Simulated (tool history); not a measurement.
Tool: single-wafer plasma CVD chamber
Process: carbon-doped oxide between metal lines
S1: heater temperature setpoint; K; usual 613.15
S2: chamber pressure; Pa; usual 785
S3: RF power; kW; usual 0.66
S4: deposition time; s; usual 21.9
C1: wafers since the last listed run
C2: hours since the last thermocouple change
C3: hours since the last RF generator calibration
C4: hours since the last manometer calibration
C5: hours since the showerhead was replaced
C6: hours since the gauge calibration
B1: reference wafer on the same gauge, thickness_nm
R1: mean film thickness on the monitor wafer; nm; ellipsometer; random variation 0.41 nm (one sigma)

{"run": 1, "hour": 0.0, "S1": 613.15, "S2": 895, "S3": 0.66, "S4": 21.9, "C1": 0, "C2": 1176.8, "C3": 242.4, "C4": 1731.3, "C5": 5063.3, "C6": 197.1, "B1": 139.079, "R1": 136.555}
{"run": 2, "hour": 74.1, "S1": 613.15, "S2": 895, "S3": 0.66, "S4": 21.9, "C1": 1625, "C2": 1250.9, "C3": 316.5, "C4": 1805.4, "C5": 5137.4, "C6": 271.2, "B1": 139.063, "R1": 135.406}
{"run": 3, "hour": 143.3, "S1": 613.15, "S2": 785, "S3": 0.66, "S4": 21.9, "C1": 1517, "C2": 1320.1, "C3": 385.7, "C4": 1874.6, "C5": 5206.6, "C6": 340.4, "B1": 138.89, "R1": 133.44}
{"run": 4, "hour": 215.6, "S1": 613.15, "S2": 785, "S3": 0.66, "S4": 21.9, "C1": 1585, "C2": 1392.4, "C3": 458, "C4": 1946.9, "C5": 5278.9, "C6": 412.7, "B1": 138.986, "R1": 133.758}
{"run": 5, "hour": 275.6, "S1": 613.15, "S2": 785, "S3": 0.66, "S4": 21.9, "C1": 1315, "C2": 1452.4, "C3": 518, "C4": 2006.9, "C5": 5338.9, "C6": 472.7, "B1": 138.985, "R1": 133.476}
{"run": 6, "hour": 318.1, "S1": 613.15, "S2": 785, "S3": 0.66, "S4": 21.9, "C1": 932, "C2": 1494.9, "C3": 560.5, "C4": 2049.4, "C5": 5381.4, "C6": 515.2, "B1": 138.902, "R1": 132.831}
{"run": 7, "hour": 407.0, "S1": 613.15, "S2": 785, "S3": 0.66, "S4": 21.9, "C1": 1949, "C2": 1583.8, "C3": 649.4, "C4": 2138.3, "C5": 5470.3, "C6": 604.1, "B1": 139.09, "R1": 133.327}
{"hour": 449.0, "done": "showerhead replaced"}
{"hour": 480.3, "done": "capacitance manometer re-zeroed and calibrated"}
{"run": 8, "hour": 480.8, "S1": 613.15, "S2": 785, "S3": 0.66, "S4": 21.9, "C1": 1267, "C2": 1657.6, "C3": 723.2, "C4": 0.5, "C5": 31.8, "C6": 677.9, "B1": 139.016, "R1": 132.892}
{"hour": 511.2, "done": "gauge calibrated"}
{"run": 9, "hour": 583.0, "S1": 613.15, "S2": 785, "S3": 0.66, "S4": 21.9, "C1": 2241, "C2": 1759.8, "C3": 825.4, "C4": 102.7, "C5": 134, "C6": 71.8, "B1": 138.828, "R1": 132.846}
{"hour": 662.5, "done": "thermocouple changed; heater temperature recalibrated"}
{"hour": 674.5, "done": "RF generator calibrated"}
{"run": 10, "hour": 675.0, "S1": 613.15, "S2": 785, "S3": 0.66, "S4": 21.9, "C1": 1666, "C2": 12.5, "C3": 0.5, "C4": 194.7, "C5": 226, "C6": 163.8, "B1": 138.886, "R1": 131.154}
{"run": 11, "hour": 758.7, "S1": 617.15, "S2": 604, "S3": 0.66, "S4": 21.9, "C1": 1835, "C2": 96.2, "C3": 84.2, "C4": 278.4, "C5": 309.7, "C6": 247.5, "B1": 138.975, "R1": 125.885}
{"run": 12, "hour": 851.8, "S1": 613.15, "S2": 900, "S3": 0.66, "S4": 17.6, "C1": 2041, "C2": 189.3, "C3": 177.3, "C4": 371.5, "C5": 402.8, "C6": 340.6, "B1": 138.893, "R1": 107.198}
{"hour": 890.4, "done": "RF generator calibrated, repeated, since the last time left the tool worse"}
{"run": 13, "hour": 945.2, "S1": 613.15, "S2": 708, "S3": 0.715, "S4": 21.9, "C1": 1872, "C2": 282.7, "C3": 54.8, "C4": 464.9, "C5": 496.2, "C6": 434, "B1": 138.969, "R1": 141.089}
{"run": 14, "hour": 988.1, "S1": 606.15, "S2": 785, "S3": 0.77, "S4": 21.9, "C1": 940, "C2": 325.6, "C3": 97.7, "C4": 507.8, "C5": 539.1, "C6": 476.9, "B1": 139.012, "R1": 154.267}
{"run": 15, "hour": 1074.4, "S1": 620.15, "S2": 785, "S3": 0.66, "S4": 21.9, "C1": 1892, "C2": 411.9, "C3": 184, "C4": 594.1, "C5": 625.4, "C6": 563.2, "B1": 139.073, "R1": 132.238}

Measured less the same run without the tool's hidden state. The same run-to-run variation is in both; the gauge's scatter may not be:
The hidden state here: wafer temperature above the value expected at the setpoint (K); delivered RF power above the setpoint (%); true pressure above the setpoint (%); gauge reads high (%).
run=1 R1=-0.438
run=2 R1=-0.547
run=3 R1=-0.668
run=4 R1=-0.834
run=5 R1=-0.989
run=6 R1=-1.107
run=7 R1=-1.405
run=8 R1=-1.681
run=9 R1=-2.122
run=10 R1=-3.497
run=11 R1=-3.376
run=12 R1=-2.931
run=13 R1=-0.359
run=14 R1=-0.397
run=15 R1=-0.418
